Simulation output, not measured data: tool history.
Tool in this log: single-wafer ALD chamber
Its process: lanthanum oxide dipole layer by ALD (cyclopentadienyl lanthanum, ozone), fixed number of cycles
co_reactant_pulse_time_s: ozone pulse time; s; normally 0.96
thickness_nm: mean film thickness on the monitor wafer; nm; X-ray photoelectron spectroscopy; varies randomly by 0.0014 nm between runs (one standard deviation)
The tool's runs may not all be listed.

run   hour  co_reactant_pulse_time_s  wafers since the last listed run  hours since the last thermocouple change  hours since the last ozone generator service  hours since the showerhead was replaced  hours since the gauge calibration  read-back reference wafer on the same gauge, thickness_nm  thickness_nm
  1      0                      0.96                                 0                                    1302.4                                         404.9                                   2434.3                              539.5                                                      0.465         0.564
  2   67.7                      0.96                              1198                                    1370.1                                         472.6                                     2502                              607.2                                                      0.465         0.567
  3  136.8                       1.2                              1222                                    1439.2                                         541.7                                   2571.1                              676.3                                                      0.465         0.596
  4  172.4                       1.2                               629                                    1474.8                                         577.3                                   2606.7                              711.9                                                      0.465           0.6
  5  214.6                      1.12                               746                                      1517                                         619.5                                   2648.9                              754.1                                                      0.465          0.59
  6  247.7                      0.68                               585                                    1550.1                                         652.6                                     2682                              787.2                                                      0.465         0.498
  7  272.6                      0.96                               440                                      1575                                         677.5                                   2706.9                              812.1                                                      0.464         0.562
  8  338.7                      1.14                              1169                                    1641.1                                         743.6                                     2773                              878.2                                                      0.466         0.593
     370.3  -- gauge calibrated
  9  378.8                      1.14                               709                                    1681.2                                         783.7                                   2813.1                                8.5                                                      0.465         0.588
 10  403.8                      1.14                               442                                    1706.2                                         808.7                                   2838.1                               33.5                                                      0.466         0.592
     438.1  -- ozone generator serviced
 11  453.5                      0.85                               737                                    1755.9                                          15.4                                   2887.8                               83.2                                                      0.465         0.549
       497  -- thermocouple changed; heater temperature recalibrated
 12  497.5                      0.79                               637                                       0.5                                          59.4                                   2931.8                              127.2                                                      0.466         0.538
 13  524.2                      1.32                               472                                      27.2                                          86.1                                   2958.5                              153.9                                                      0.464         0.613
 14  552.5                      1.16                               500                                      55.5                                         114.4                                   2986.8                              182.2                                                      0.464         0.599
 15  620.9                      1.34                              1210                                     123.9                                         182.8                                   3055.2                              250.6                                                      0.465         0.614
 16    679                      0.96                              1028                                       182                                         240.9                                   3113.3                              308.7                                                      0.465         0.568
 17  734.3                      0.85                               978                                     237.3                                         296.2                                   3168.6                                364                                                      0.465         0.545

Run 18 has not been measured yet. What should we expect?
      774  -- showerhead replaced
 18   798                       0.6                               985                                       301                                         359.9                                       24                              427.7                                                          ?             ?

{"run 18": {"read-back reference wafer on the same gauge, thickness_nm": 0.465, "thickness_nm": 0.477}}
Without the tool's hidden state the same run would have given thickness_nm 0.486 nm.

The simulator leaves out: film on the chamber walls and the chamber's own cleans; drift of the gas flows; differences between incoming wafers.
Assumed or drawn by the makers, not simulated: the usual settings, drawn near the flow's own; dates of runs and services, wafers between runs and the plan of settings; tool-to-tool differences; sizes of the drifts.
